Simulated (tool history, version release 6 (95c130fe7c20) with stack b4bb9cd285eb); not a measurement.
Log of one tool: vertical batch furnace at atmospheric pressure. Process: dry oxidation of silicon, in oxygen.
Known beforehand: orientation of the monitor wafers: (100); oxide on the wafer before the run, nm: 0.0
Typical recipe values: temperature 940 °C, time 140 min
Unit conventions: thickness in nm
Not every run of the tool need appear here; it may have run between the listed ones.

| run | hour | temperature | time | read-back reference wafer on the same gauge, thickness | thickness |
|---|---|---|---|---|---|
| 1 | 0 | 940 | 194 | 55.79 | 65.55 |
| 2 | 12.4 | 940 | 194 | 55.8 | 65.48 |
| 3 | 47.3 | 923 | 140 | 55.8 | 42.97 |
| 4 | 75 | 945 | 140 | 55.79 | 54.31 |
| 5 | 99.1 | 940 | 140 | 55.84 | 51.61 |
| 6 | 111.8 | 940 | 140 | 55.82 | 51.58 |
| 7 | 147 | 940 | 140 | 55.79 | 51.72 |
| 8 | 164.4 | 940 | 140 | 55.83 | 51.63 |
| 9 | 186.1 | 940 | 140 | 55.76 | 51.59 |
| 10 | 214.3 | 940 | 140 | 55.78 | 51.67 |
| 11 | 232.7 | 960 | 140 | 55.76 | 62.71 |
|  | 271.5 | gauge calibrated |
| 12 | 299.5 | 960 | 140 | 55.81 | 62.52 |
| 13 | 323.8 | 960 | 140 | 55.83 | 62.63 |
| 14 | 341.2 | 924 | 98 | 55.88 | 33.75 |
| 15 | 356.9 | 940 | 140 | 55.78 | 51.68 |
| 16 | 391.7 | 951 | 140 | 55.8 | 57.86 |
| 17 | 420.6 | 940 | 140 | 55.78 | 51.47 |
| 18 | 452.7 | 940 | 140 | 55.81 | 51.52 |
| 19 | 471 | 961 | 182 | 55.81 | 76.06 |
| 20 | 506.8 | 940 | 140 | 55.8 | 51.49 |
|  | 542.4 | thermocouples replaced and temperature profile calibrated |
| 21 | 560.2 | 964 | 140 | 55.83 | 66.13 |
|  | 588.7 | boat lift adjusted |
| 22 | 589.2 | 940 | 140 | 55.77 | 53.25 |
| 23 | 609.9 | 940 | 208 | 55.81 | 71.28 |
| 24 | 637.2 | 929 | 100.5 | 55.82 | 37.5 |
|  | 667.7 | thermocouples replaced and temperature profile calibrated, repeated, since the last time left the tool worse |
| 25 | 668.2 | 940 | 169.5 | 55.81 | 57.41 |
| 26 | 673.8 | 957 | 96 | 55.81 | 45.43 |
|  | 687.6 | gauge calibrated |
| 27 | 735.7 | 950 | 115.5 | 55.82 | 48.38 |
| 28 | 749.9 | 957 | 165.5 | 55.85 | 67.12 |
| 29 | 775.4 | 940 | 140 | 55.77 | 49.96 |
| 30 | 796.2 | 963 | 158 | 55.84 | 68.31 |
| 31 | 809.9 | 931 | 75.5 | 55.86 | 29.49 |

Alternative continuations, all from the tool just after run 31; predict every row:
| A | 815.6 | 940 | 205 | ? | ? |
| B | 815.6 | 940 | 87 | ? | ? |
| C | 815.6 | 958 | 140 | ? | ? |
| D | 815.6 | 964 | 121 | ? | ? |

| run | read-back reference wafer on the same gauge, thickness | thickness |
|---|---|---|
| A | 55.84 | 66.13 |
| B | 55.84 | 35.58 |
| C | 55.84 | 59.89 |
| D | 55.84 | 56.77 |
Had the tool no hidden state, the same runs would have come out as:
| run | thickness |
|---|---|
| A | 65.79 |
| B | 35.39 |
| C | 59.63 |
| D | 56.55 |
